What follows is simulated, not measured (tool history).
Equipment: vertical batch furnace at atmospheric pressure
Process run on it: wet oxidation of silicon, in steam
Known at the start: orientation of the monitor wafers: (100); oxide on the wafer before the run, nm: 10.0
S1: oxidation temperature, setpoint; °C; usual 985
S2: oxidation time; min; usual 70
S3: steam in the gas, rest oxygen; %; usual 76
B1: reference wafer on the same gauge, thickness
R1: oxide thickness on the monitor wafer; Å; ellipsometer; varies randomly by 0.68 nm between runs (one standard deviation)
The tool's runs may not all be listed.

{"run": 1, "hour": 0.0, "S1": 985, "S2": 70, "S3": 80, "B1": 417.13, "R1": 3585}
{"run": 2, "hour": 17.2, "S1": 985, "S2": 70, "S3": 80, "B1": 416.95, "R1": 3586.6}
{"run": 3, "hour": 31.8, "S1": 970, "S2": 70, "S3": 76, "B1": 417.07, "R1": 3055.7}
{"run": 4, "hour": 59.7, "S1": 970, "S2": 70, "S3": 76, "B1": 416.83, "R1": 3032}
{"hour": 61.9, "done": "gauge calibrated"}
{"run": 5, "hour": 71.0, "S1": 970, "S2": 70, "S3": 76, "B1": 417.02, "R1": 3041.3}
{"run": 6, "hour": 82.9, "S1": 985, "S2": 96.5, "S3": 76, "B1": 417.24, "R1": 4328.7}
{"run": 7, "hour": 98.2, "S1": 985, "S2": 96.5, "S3": 76, "B1": 416.85, "R1": 4322.6}
{"run": 8, "hour": 112.9, "S1": 985, "S2": 44.5, "S3": 76, "B1": 417.14, "R1": 2471.4}
{"run": 9, "hour": 122.6, "S1": 985, "S2": 87, "S3": 76, "B1": 416.86, "R1": 4010.1}
{"run": 10, "hour": 134.2, "S1": 985, "S2": 87, "S3": 76, "B1": 417.09, "R1": 4029.7}
{"run": 11, "hour": 156.6, "S1": 985, "S2": 87, "S3": 76, "B1": 416.71, "R1": 4028.6}
{"hour": 186.0, "done": "steam generator serviced"}
{"hour": 201.0, "done": "thermocouples replaced and temperature profile calibrated"}
{"run": 12, "hour": 201.5, "S1": 985, "S2": 70, "S3": 76, "B1": 416.9, "R1": 3639.4}
{"run": 13, "hour": 207.2, "S1": 985, "S2": 70, "S3": 76, "B1": 416.95, "R1": 3639.1}
{"run": 14, "hour": 212.8, "S1": 985, "S2": 70, "S3": 80, "B1": 417.03, "R1": 3781}
{"run": 15, "hour": 218.4, "S1": 968, "S2": 60.5, "S3": 76, "B1": 416.85, "R1": 2835}
{"run": 16, "hour": 227.8, "S1": 985, "S2": 70, "S3": 76, "B1": 416.83, "R1": 3644.4}
{"run": 17, "hour": 236.9, "S1": 996, "S2": 70, "S3": 76, "B1": 416.75, "R1": 3949.2}
{"run": 18, "hour": 246.4, "S1": 985, "S2": 70, "S3": 76, "B1": 416.96, "R1": 3646.2}
{"run": 19, "hour": 261.6, "S1": 965, "S2": 95, "S3": 79, "B1": 417, "R1": 3951.2}
{"hour": 262.1, "done": "gauge calibrated"}
{"run": 20, "hour": 271.3, "S1": 978, "S2": 70, "S3": 80, "B1": 416.95, "R1": 3560.7}
{"run": 21, "hour": 289.4, "S1": 997, "S2": 60, "S3": 71, "B1": 416.92, "R1": 3410.3}
{"run": 22, "hour": 305.9, "S1": 1003, "S2": 70, "S3": 76, "B1": 416.96, "R1": 4151.4}
{"run": 23, "hour": 323.5, "S1": 985, "S2": 70, "S3": 86, "B1": 417.02, "R1": 3981.4}
{"run": 24, "hour": 342.4, "S1": 962, "S2": 52.5, "S3": 82, "B1": 416.74, "R1": 2540.8}
{"run": 25, "hour": 355.9, "S1": 985, "S2": 84.5, "S3": 72, "B1": 416.74, "R1": 3997.4}
{"run": 26, "hour": 376.8, "S1": 985, "S2": 43.5, "S3": 86, "B1": 417.04, "R1": 2809.2}
{"run": 27, "hour": 385.1, "S1": 985, "S2": 85, "S3": 87, "B1": 417.01, "R1": 4557.9}

Consider 3 possible next runs. They are alternatives, not a sequence: every one starts from the tool as it was left by run 27. What does each give?
{"run": "A", "hour": 390.8, "S1": 985, "S2": 101, "S3": 76, "B1": "?", "R1": "?"}
{"run": "B", "hour": 390.8, "S1": 965, "S2": 54.5, "S3": 81, "B1": "?", "R1": "?"}
{"run": "C", "hour": 390.8, "S1": 971, "S2": 82.5, "S3": 76, "B1": "?", "R1": "?"}

run=A B1=417.08 R1=4673.2
run=B B1=417.08 R1=2658.5
run=C B1=417.08 R1=3635.1
Had the tool no hidden state, the same runs would have come out as:
run=A R1=4713.8
run=B R1=2684.2
run=C R1=3668.6

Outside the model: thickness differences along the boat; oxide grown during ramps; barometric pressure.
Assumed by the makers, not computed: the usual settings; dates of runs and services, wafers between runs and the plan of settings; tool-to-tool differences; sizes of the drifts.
